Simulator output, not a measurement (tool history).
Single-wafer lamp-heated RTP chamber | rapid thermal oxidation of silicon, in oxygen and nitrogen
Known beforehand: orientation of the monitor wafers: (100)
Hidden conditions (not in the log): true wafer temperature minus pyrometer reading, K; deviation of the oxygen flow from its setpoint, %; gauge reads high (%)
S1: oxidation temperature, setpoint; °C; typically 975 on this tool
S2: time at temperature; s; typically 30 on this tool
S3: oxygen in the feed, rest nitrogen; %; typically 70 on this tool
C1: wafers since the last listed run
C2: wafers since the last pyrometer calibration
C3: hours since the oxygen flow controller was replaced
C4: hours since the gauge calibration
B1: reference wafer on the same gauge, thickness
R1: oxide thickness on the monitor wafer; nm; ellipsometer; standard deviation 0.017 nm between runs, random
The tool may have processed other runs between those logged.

| run | day | S1 | S2 | S3 | C1 | C2 | C3 | C4 | B1 | R1 |
|---|---|---|---|---|---|---|---|---|---|---|
| 1 | 0 | 975 | 30 | 92 | 0 | 1758 | 3275.5 | 99.6 | 2.906 | 3.763 |
| 2 | 0.608 | 975 | 30 | 92 | 184 | 1943 | 3290.1 | 114.2 | 2.912 | 3.766 |
| 3 | 1.154 | 975 | 30 | 92 | 165 | 2109 | 3303.2 | 127.3 | 2.912 | 3.782 |
| 4 | 1.442 | 975 | 30 | 70 | 87 | 2196 | 3310.1 | 134.2 | 2.912 | 3.462 |
| 5 | 2.183 | 975 | 30 | 70 | 225 | 2421 | 3327.9 | 152 | 2.91 | 3.476 |
| 6 | 2.588 | 975 | 20 | 70 | 122 | 2544 | 3337.6 | 161.7 | 2.908 | 3.062 |
| 7 | 3.308 | 975 | 26 | 70 | 218 | 2763 | 3354.9 | 179 | 2.907 | 3.324 |
|  | 3.846 | pyrometer window cleaned and pyrometer calibrated |
| 8 | 3.988 | 975 | 30 | 70 | 105 | 42 | 3371.2 | 195.3 | 2.906 | 3.334 |
| 9 | 4.296 | 975 | 30 | 70 | 93 | 136 | 3378.6 | 202.7 | 2.906 | 3.372 |
| 10 | 4.646 | 975 | 30 | 70 | 106 | 242 | 3387 | 211.1 | 2.909 | 3.351 |
| 11 | 5.296 | 975 | 37 | 70 | 197 | 439 | 3402.6 | 226.7 | 2.909 | 3.693 |
| 12 | 5.808 | 975 | 30 | 70 | 155 | 595 | 3414.9 | 239 | 2.905 | 3.426 |
| 13 | 6.067 | 975 | 30 | 70 | 78 | 673 | 3421.1 | 245.2 | 2.906 | 3.414 |
| 14 | 6.804 | 954 | 30 | 70 | 224 | 898 | 3438.8 | 262.9 | 2.91 | 3.027 |
|  | 7.221 | oxygen flow controller replaced |
| 15 | 7.388 | 954 | 30 | 70 | 75 | 973 | 4 | 276.9 | 2.912 | 3.049 |
| 16 | 7.662 | 954 | 30 | 70 | 83 | 1057 | 10.6 | 283.5 | 2.912 | 3.046 |
| 17 | 8.342 | 991 | 30 | 70 | 206 | 1263 | 26.9 | 299.8 | 2.912 | 3.84 |
| 18 | 8.625 | 991 | 30 | 70 | 86 | 1349 | 33.7 | 306.6 | 2.914 | 3.83 |
| 19 | 9.35 | 997 | 30 | 51 | 220 | 1570 | 51.1 | 324 | 2.914 | 3.654 |
| 20 | 9.608 | 987 | 30 | 59 | 78 | 1648 | 57.3 | 330.2 | 2.914 | 3.55 |
| 21 | 10.333 | 952 | 19 | 52 | 220 | 1868 | 74.7 | 347.6 | 2.907 | 2.521 |
| 22 | 10.938 | 962 | 30 | 70 | 183 | 2052 | 89.2 | 362.1 | 2.907 | 3.227 |
| 23 | 11.296 | 975 | 30 | 70 | 108 | 2161 | 97.8 | 370.7 | 2.912 | 3.491 |
| 24 | 12.2 | 965 | 42 | 85 | 274 | 2435 | 119.5 | 392.4 | 2.908 | 3.944 |
| 25 | 12.458 | 975 | 40 | 70 | 78 | 2514 | 125.7 | 398.6 | 2.906 | 3.897 |
|  | 13.379 | gauge calibrated |
| 26 | 14.054 | 947 | 42 | 85 | 484 | 2999 | 164 | 16.2 | 2.907 | 3.471 |
|  | 14.671 | pyrometer window cleaned and pyrometer calibrated |
| 27 | 14.692 | 975 | 30 | 70 | 92 | 6 | 179.3 | 31.5 | 2.912 | 3.344 |
| 28 | 15 | 962 | 25 | 95 | 93 | 100 | 186.7 | 38.9 | 2.913 | 3.132 |
| 29 | 15.571 | 975 | 30 | 70 | 173 | 273 | 200.4 | 52.6 | 2.906 | 3.36 |
| 30 | 16.117 | 975 | 40 | 80 | 165 | 439 | 213.5 | 65.7 | 2.905 | 3.928 |
| 31 | 16.85 | 953 | 40 | 70 | 222 | 661 | 231.1 | 83.3 | 2.91 | 3.322 |
| 32 | 17.579 | 975 | 44 | 70 | 221 | 883 | 248.6 | 100.8 | 2.91 | 3.96 |

Run 33 is up next; what results do you expect?
| 33 | 18.254 | 975 | 15 | 70 | 205 | 1088 | 264.8 | 117 | ? | ? |

{"run 33": {"B1": 2.909, "R1": 2.741}}
The same run, on a tool lacking any hidden state, would have yielded R1 2.668 nm.

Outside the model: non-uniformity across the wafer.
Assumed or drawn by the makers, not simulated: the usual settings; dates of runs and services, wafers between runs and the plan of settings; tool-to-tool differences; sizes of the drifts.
